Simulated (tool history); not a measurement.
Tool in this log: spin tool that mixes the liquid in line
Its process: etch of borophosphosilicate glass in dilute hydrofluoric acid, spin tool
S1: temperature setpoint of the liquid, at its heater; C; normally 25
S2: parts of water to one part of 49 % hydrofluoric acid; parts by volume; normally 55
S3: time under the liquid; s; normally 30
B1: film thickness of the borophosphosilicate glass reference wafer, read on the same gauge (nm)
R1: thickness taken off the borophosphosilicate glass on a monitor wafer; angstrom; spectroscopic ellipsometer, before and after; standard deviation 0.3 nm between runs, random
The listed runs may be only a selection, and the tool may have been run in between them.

run	day	S1	S2	S3	B1	R1
1	0	25	55	30	120.01	409.3
2	1.646	23	55	40	120.01	503.6
3	4.996	23	55	40	119.99	498.1
4	7.525	25	55	20	119.99	270
5	11.167	25	55	20	120	268.9
6	13.412	25	55	20	119.98	267.8
7	15.371	25	55	30	120	404.6
8	18.625	25	55	30	119.99	399.3
9	20.917	25	55	30	120.01	395.3
10	23.917	25	55	30	120.01	395.4
11	26.338	25	55	30	120.02	387.9
12	30.458	22	35	40	120	735.9
13	32.471	28.5	55	35	120.02	523.2
14	45.571	25	30	30	119.98	730.2
15	48.862	25	55	30	119.98	382.7
16	52.621	25	55	25	119.98	354.2
17	54.654	25	80	40	120.01	373.9
18	58.512	25	55	30	119.99	418.4
19	60.571	25	35	15	120	339.4
20	64.729	25	55	30	120.01	414.6
21	67.771	25	70	30	120	321.2
22	70.583	25	55	30	119.98	410.6

Not shown here: 3 entries made in the log between runs. Locate each between two listed runs and compare the hidden state at the listed run before it with the hidden state at the listed run after it:
Run 9 -> run 10: hydrofluoric acid flow meter replaced (day 23.683)
  liquid colder than its thermometer reads (K): 1.59 -> 1.69
  measured result minus the result with no hidden state, R1: -26.6 -> -28.3 angstrom
Run 13 -> run 14: gauge calibrated (day 36.346)
  liquid colder than its thermometer reads (K): 1.99 -> 2.43
  measured result minus the result with no hidden state, R1: -43.2 -> -78.3 angstrom
Run 15 -> run 16: thermometer replaced (day 51.417)
  liquid colder than its thermometer reads (K): 2.55 -> 0.0669
  measured result minus the result with no hidden state, R1: -42.3 -> -1 angstrom
